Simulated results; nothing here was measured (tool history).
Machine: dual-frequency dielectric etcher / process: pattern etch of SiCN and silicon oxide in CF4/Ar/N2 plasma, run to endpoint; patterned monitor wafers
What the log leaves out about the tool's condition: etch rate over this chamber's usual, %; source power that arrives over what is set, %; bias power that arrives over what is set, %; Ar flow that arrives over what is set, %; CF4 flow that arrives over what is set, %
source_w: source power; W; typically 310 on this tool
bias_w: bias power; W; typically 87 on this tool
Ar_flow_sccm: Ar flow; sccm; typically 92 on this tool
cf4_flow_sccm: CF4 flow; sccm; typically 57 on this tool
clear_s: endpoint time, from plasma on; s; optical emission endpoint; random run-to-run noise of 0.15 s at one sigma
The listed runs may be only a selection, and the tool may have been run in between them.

run,hour,source_w,bias_w,Ar_flow_sccm,cf4_flow_sccm,wafers since the last listed run,hours since the last wet clean,hours since the last source power generator calibration,hours since the last bias power generator calibration,hours since the last Ar flow controller change,hours since the last CF4 flow controller change,hours since the last upper electrode change,"incoming incoming film thickness, nm",clear_s
1,0,360,87,92,57,0,189.4,61.9,2909,4439.7,1546.5,15.7,15.68,18.2
2,43.2,360,87,92,57,723,232.6,105.1,2952.2,4482.9,1589.7,58.9,15.75,18.3
3,73.8,310,87,92,57,512,263.2,135.7,2982.8,4513.5,1620.3,89.5,15.89,22.3
4,136.3,310,87,92,57,1047,325.7,198.2,3045.3,4576,1682.8,152,15.51,21.7
5,180.4,310,87,110,57,738,369.8,242.3,3089.4,4620.1,1726.9,196.1,15.69,22.3
# hour 230.2: Ar flow controller replaced
6,243,310,87,92,57,948,432.4,304.9,3152,12.8,1789.5,258.7,15.68,21.6
7,271.8,310,87,92,57,482,461.2,333.7,3180.8,41.6,1818.3,287.5,15.63,21.8
# hour 302.8: wet clean of the chamber
8,336.3,250,87,92,51,678,33.5,398.2,3245.3,106.1,1882.8,352,15.66,32
9,375.1,310,87,92,57,649,72.3,437,3284.1,144.9,1921.6,390.8,15.83,23.1
10,433.7,310,87,92,57,981,130.9,495.6,3342.7,203.5,1980.2,449.4,15.84,22.6
# hour 489.8: CF4 flow controller replaced
11,503.5,310,87,92,57,1068,200.7,565.4,3412.5,273.3,13.7,519.2,15.78,22.3
12,550,360,87,92,57,778,247.2,611.9,3459,319.8,60.2,565.7,15.8,18.3
13,575.3,310,87,92,57,423,272.5,637.2,3484.3,345.1,85.5,591,15.69,22.2
14,632.9,310,78,114,52,964,330.1,694.8,3541.9,402.7,143.1,648.6,15.79,23.7
# hour 646.3: bias power generator calibrated
15,692.6,240,106,106,66,933,389.8,754.5,46.3,462.4,202.8,708.3,15.74,31
16,729.5,260,78,92,46,618,426.7,791.4,83.2,499.3,239.7,745.2,15.61,29.9
17,800.3,260,70,112,53,1186,497.5,862.2,154,570.1,310.5,816,15.53,30.4
# hour 889.5: wet clean of the chamber
18,940.4,350,87,92,57,1944,50.9,1002.3,294.1,710.2,450.6,956.1,15.62,18.9
19,983.5,310,87,111,71,722,94,1045.4,337.2,753.3,493.7,999.2,15.77,22.6
20,1010.7,310,87,92,57,455,121.2,1072.6,364.4,780.5,520.9,1026.4,15.59,22.4
21,1071.6,390,87,92,62,1020,182.1,1133.5,425.3,841.4,581.8,1087.3,15.71,16.2
22,1102.8,350,98,92,43,522,213.3,1164.7,456.5,872.6,613,1118.5,15.69,19.2
23,1159.5,230,106,75,57,949,270,1221.4,513.2,929.3,669.7,1175.2,15.7,33.7

Below are 5 alternative next runs, each starting from the tool's condition after run 23. Predict each:
A,1159.9,240,87,92,57,6,270.4,1221.8,513.6,929.7,670.1,1175.6,15.72,?
B,1159.9,310,101,92,57,6,270.4,1221.8,513.6,929.7,670.1,1175.6,15.72,?
C,1159.9,280,102,92,57,6,270.4,1221.8,513.6,929.7,670.1,1175.6,15.72,?
D,1159.9,240,68,74,57,6,270.4,1221.8,513.6,929.7,670.1,1175.6,15.72,?
E,1159.9,240,66,92,53,6,270.4,1221.8,513.6,929.7,670.1,1175.6,15.72,?

run,clear_s
A,33.3
B,21.7
C,25.1
D,34.3
E,35.6
The same runs, with their run-to-run variation unchanged, on a tool lacking any hidden condition would have given:
run,clear_s
A,34.2
B,22.3
C,25.7
D,35.1
E,36.5
